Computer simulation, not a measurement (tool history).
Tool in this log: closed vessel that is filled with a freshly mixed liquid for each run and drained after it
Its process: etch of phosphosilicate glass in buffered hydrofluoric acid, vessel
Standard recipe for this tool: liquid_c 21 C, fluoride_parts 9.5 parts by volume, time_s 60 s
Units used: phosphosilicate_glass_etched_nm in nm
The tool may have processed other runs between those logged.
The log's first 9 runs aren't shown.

| run | hour | liquid_c | fluoride_parts | time_s | wafers since the last listed run | hours since the thermometer was replaced | hours since the hydrofluoric acid flow meter was replaced | hours since the gauge calibration | read-back film thickness of the phosphosilicate glass reference wafer, read on the same gauge (nm) | phosphosilicate_glass_etched_nm |
|---|---|---|---|---|---|---|---|---|---|---|
| 10 | 442.7 | 21 | 9.5 | 60 | 8309 | 1446.3 | 131.6 | 722.1 | 119.98 | 142.69 |
| 11 | 623 | 25.5 | 9.5 | 60 | 25921 | 1626.6 | 311.9 | 902.4 | 119.99 | 181.87 |
| 12 | 655.2 | 23.5 | 7.5 | 80 | 4629 | 1658.8 | 344.1 | 934.6 | 119.99 | 271.5 |
| 13 | 698.4 | 21 | 9.5 | 60 | 6210 | 1702 | 387.3 | 977.8 | 119.97 | 141.69 |
| 14 | 871.8 | 18.5 | 13 | 60 | 24929 | 1875.4 | 560.7 | 1151.2 | 120 | 91.49 |
| 15 | 928.9 | 21 | 9.5 | 60 | 8209 | 1932.5 | 617.8 | 1208.3 | 119.98 | 142.23 |
| 16 | 1011.5 | 23.5 | 9.5 | 60 | 11875 | 2015.1 | 700.4 | 1290.9 | 120.01 | 161.37 |
| 17 | 1064.2 | 21 | 9.5 | 60 | 7576 | 2067.8 | 753.1 | 1343.6 | 120.03 | 140.98 |
|  | 1114.9 | gauge calibrated |
| 18 | 1125.9 | 19.5 | 8 | 60 | 8870 | 2129.5 | 814.8 | 11 | 120 | 152.84 |
|  | 1146.8 | thermometer replaced |
| 19 | 1176.5 | 18.5 | 9.5 | 60 | 7131 | 29.7 | 865.4 | 61.6 | 120 | 122.45 |
| 20 | 1204.7 | 21 | 10.5 | 60 | 4054 | 57.9 | 893.6 | 89.8 | 120.01 | 129.74 |
| 21 | 1284.7 | 21 | 11.5 | 75 | 11501 | 137.9 | 973.6 | 169.8 | 120.01 | 151.49 |
| 22 | 1350.8 | 21 | 9.5 | 40 | 9503 | 204 | 1039.7 | 235.9 | 119.98 | 93.92 |
| 23 | 1513.4 | 21 | 12 | 30 | 23377 | 366.6 | 1202.3 | 398.5 | 119.96 | 57.51 |

Run 24, settings as shown, results not yet in. Your forecast:
| 24 | 1551.3 | 18 | 6.5 | 80 | 5448 | 404.5 | 1240.2 | 436.4 | ? | ? |

{"run 24": {"read-back film thickness of the phosphosilicate glass reference wafer, read on the same gauge (nm)": 120.02, "phosphosilicate_glass_etched_nm": 230.94}}
Minus the tool's unlogged condition, the same run would have read phosphosilicate_glass_etched_nm 230.94 nm.
